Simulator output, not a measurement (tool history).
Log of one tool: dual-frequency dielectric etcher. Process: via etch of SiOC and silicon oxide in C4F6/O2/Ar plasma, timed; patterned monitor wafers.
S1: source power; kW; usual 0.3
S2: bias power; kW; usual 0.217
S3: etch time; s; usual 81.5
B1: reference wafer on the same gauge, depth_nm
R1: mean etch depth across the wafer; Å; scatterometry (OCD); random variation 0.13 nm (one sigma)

{"run": 1, "day": 0.0, "S1": 0.3, "S2": 0.217, "S3": 81.5, "B1": 88.9, "R1": 840}
{"run": 2, "day": 0.942, "S1": 0.3, "S2": 0.217, "S3": 81.5, "B1": 89, "R1": 840}
{"run": 3, "day": 2.071, "S1": 0.3, "S2": 0.2, "S3": 81.5, "B1": 89, "R1": 821}
{"run": 4, "day": 2.733, "S1": 0.3, "S2": 0.217, "S3": 81.5, "B1": 89, "R1": 839}
{"run": 5, "day": 3.283, "S1": 0.3, "S2": 0.217, "S3": 81.5, "B1": 89, "R1": 842}
{"run": 6, "day": 3.867, "S1": 0.3, "S2": 0.217, "S3": 81.5, "B1": 89.1, "R1": 843}
{"run": 7, "day": 4.542, "S1": 0.3, "S2": 0.217, "S3": 81.5, "B1": 89, "R1": 842}
{"day": 5.729, "done": "bias power generator calibrated"}
{"run": 8, "day": 5.746, "S1": 0.25, "S2": 0.217, "S3": 67.5, "B1": 89, "R1": 629}
{"run": 9, "day": 6.4, "S1": 0.3, "S2": 0.217, "S3": 81.5, "B1": 89, "R1": 842}
{"run": 10, "day": 7.725, "S1": 0.3, "S2": 0.217, "S3": 81.5, "B1": 89, "R1": 844}
{"run": 11, "day": 8.338, "S1": 0.36, "S2": 0.202, "S3": 59, "B1": 89, "R1": 659}
{"run": 12, "day": 9.671, "S1": 0.34, "S2": 0.187, "S3": 64, "B1": 89, "R1": 680}
{"run": 13, "day": 10.454, "S1": 0.26, "S2": 0.217, "S3": 74.5, "B1": 89, "R1": 712}
{"day": 10.729, "done": "source power generator calibrated"}
{"run": 14, "day": 11.338, "S1": 0.3, "S2": 0.217, "S3": 81.5, "B1": 89, "R1": 862}
{"run": 15, "day": 12.008, "S1": 0.3, "S2": 0.217, "S3": 81.5, "B1": 88.9, "R1": 865}
{"day": 13.379, "done": "wet clean of the chamber"}
{"run": 16, "day": 13.4, "S1": 0.3, "S2": 0.187, "S3": 81.5, "B1": 89, "R1": 826}
{"run": 17, "day": 14.588, "S1": 0.3, "S2": 0.198, "S3": 81.5, "B1": 88.9, "R1": 838}
{"run": 18, "day": 15.342, "S1": 0.37, "S2": 0.249, "S3": 74, "B1": 89, "R1": 900}
{"run": 19, "day": 16.6, "S1": 0.3, "S2": 0.217, "S3": 73.5, "B1": 89, "R1": 775}
{"run": 20, "day": 17.992, "S1": 0.3, "S2": 0.249, "S3": 102.5, "B1": 89, "R1": 1122}
{"run": 21, "day": 19.083, "S1": 0.3, "S2": 0.217, "S3": 81.5, "B1": 89, "R1": 857}
{"run": 22, "day": 20.517, "S1": 0.37, "S2": 0.264, "S3": 81.5, "B1": 89, "R1": 1008}
{"run": 23, "day": 21.079, "S1": 0.24, "S2": 0.217, "S3": 81.5, "B1": 89, "R1": 760}
{"run": 24, "day": 21.829, "S1": 0.3, "S2": 0.217, "S3": 81.5, "B1": 89, "R1": 860}
{"run": 25, "day": 22.396, "S1": 0.3, "S2": 0.217, "S3": 81.5, "B1": 89, "R1": 859}
{"run": 26, "day": 23.1, "S1": 0.25, "S2": 0.217, "S3": 95, "B1": 89, "R1": 903}
{"run": 27, "day": 23.95, "S1": 0.22, "S2": 0.217, "S3": 81.5, "B1": 89, "R1": 718}
{"run": 28, "day": 25.129, "S1": 0.25, "S2": 0.167, "S3": 64, "B1": 89, "R1": 569}
{"run": 29, "day": 26.525, "S1": 0.3, "S2": 0.217, "S3": 81.5, "B1": 89.1, "R1": 858}
{"run": 30, "day": 27.554, "S1": 0.37, "S2": 0.172, "S3": 81.5, "B1": 89, "R1": 901}

Forecast each of these 4 alternatives for the next run:
{"run": "A", "day": 27.571, "S1": 0.3, "S2": 0.217, "S3": 81.5, "B1": "?", "R1": "?"}
{"run": "B", "day": 27.571, "S1": 0.22, "S2": 0.248, "S3": 95, "B1": "?", "R1": "?"}
{"run": "C", "day": 27.571, "S1": 0.22, "S2": 0.194, "S3": 81.5, "B1": "?", "R1": "?"}
{"run": "D", "day": 27.571, "S1": 0.32, "S2": 0.177, "S3": 102.5, "B1": "?", "R1": "?"}

run=A B1=89 R1=856
run=B B1=89 R1=867
run=C B1=89 R1=695
run=D B1=89 R1=1058
Without the tool's hidden state the same runs would have given:
run=A R1=859
run=B R1=869
run=C R1=697
run=D R1=1061
